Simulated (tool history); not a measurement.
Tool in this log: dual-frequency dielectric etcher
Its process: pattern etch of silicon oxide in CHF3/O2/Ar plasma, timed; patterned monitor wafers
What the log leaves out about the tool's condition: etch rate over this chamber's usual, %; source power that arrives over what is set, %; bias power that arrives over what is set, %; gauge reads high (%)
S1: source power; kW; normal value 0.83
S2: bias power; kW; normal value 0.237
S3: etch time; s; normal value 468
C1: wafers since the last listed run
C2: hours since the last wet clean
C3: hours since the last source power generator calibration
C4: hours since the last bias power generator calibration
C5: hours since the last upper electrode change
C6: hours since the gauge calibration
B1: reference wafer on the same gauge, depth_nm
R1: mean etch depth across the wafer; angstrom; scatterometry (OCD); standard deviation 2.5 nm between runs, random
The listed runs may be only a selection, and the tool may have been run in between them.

run	hour	S1	S2	S3	C1	C2	C3	C4	C5	C6	B1	R1
1	0	0.83	0.237	468	0	214.9	2066.2	3462.6	1994.2	170.2	1110	11848
2	33.5	0.83	0.237	468	93	248.4	2099.7	3496.1	2027.7	203.7	1110.5	11894
# hour 198.7: wet clean of the chamber
3	210.2	0.83	0.237	468	427	11.5	2276.4	3672.8	2204.4	380.4	1115.1	11912
4	270.4	0.83	0.237	468	168	71.7	2336.6	3733	2264.6	440.6	1117.1	11874
# hour 294.8: source power generator calibrated
5	375	0.83	0.237	468	281	176.3	80.2	3837.6	2369.2	545.2	1120.9	11993
6	423	0.83	0.237	468	134	224.3	128.2	3885.6	2417.2	593.2	1123	11964
7	484.8	0.93	0.237	398.5	173	286.1	190	3947.4	2479	655	1126.2	10586
# hour 541.9: wet clean of the chamber
8	542.4	0.93	0.237	398.5	94	0.5	247.6	4005	2536.6	712.6	1128.7	10642
# hour 565.3: gauge calibrated
# hour 584.4: bias power generator calibrated
9	587.4	0.69	0.189	468	114	45.5	292.6	3	2581.6	22.1	1109.6	9873
10	639.1	1	0.182	468	144	97.2	344.3	54.7	2633.3	73.8	1110	11015
11	676.7	1.04	0.203	369	105	134.8	381.9	92.3	2670.9	111.4	1109.7	9332
# hour 741.5: upper electrode replaced
12	742	0.83	0.237	468	115	200.1	447.2	157.6	0.5	176.7	1110.5	11849
13	778.7	0.83	0.237	468	102	236.8	483.9	194.3	37.2	213.4	1110.9	11853
14	819.1	0.83	0.237	468	113	277.2	524.3	234.7	77.6	253.8	1112.3	11905
15	849.7	0.83	0.27	546.5	85	307.8	554.9	265.3	108.2	284.4	1112.8	14768
# hour 882.4: wet clean of the chamber
16	895.8	0.71	0.252	375	61	13.4	601	311.4	154.3	330.5	1114	9341
17	930.3	0.96	0.287	388	96	47.9	635.5	345.9	188.8	365	1114.5	11348

For each entry between runs, how does the tool's hidden state at the last listed run before it compare with that at the first listed run after it?
From run 2 to run 3: wet clean of the chamber (hour 198.7)
  gauge reads high (%): 0.0721 -> 0.439
  the result without the hidden state subtracted from the measured one, R1: +8 -> +52 angstrom
From run 4 to run 5: source power generator calibrated (hour 294.8)
  gauge reads high (%): 0.615 -> 0.982
  the result without the hidden state subtracted from the measured one, R1: +73 -> +116 angstrom
From run 7 to run 8: wet clean of the chamber (hour 541.9)
  gauge reads high (%): 1.45 -> 1.73
  the result without the hidden state subtracted from the measured one, R1: +151 -> +181 angstrom
From run 8 to run 9: gauge calibrated (hour 565.3); bias power generator calibrated (hour 584.4)
  gauge reads high (%): 1.73 -> -0.0411
  the result without the hidden state subtracted from the measured one, R1: +181 -> -4 angstrom
From run 11 to run 12: upper electrode replaced (hour 741.5)
  gauge reads high (%): 0.00127 -> 0.0682
  the result without the hidden state subtracted from the measured one, R1: +0 -> +8 angstrom
From run 15 to run 16: wet clean of the chamber (hour 882.4)
  gauge reads high (%): 0.245 -> 0.346
  the result without the hidden state subtracted from the measured one, R1: +36 -> +33 angstrom
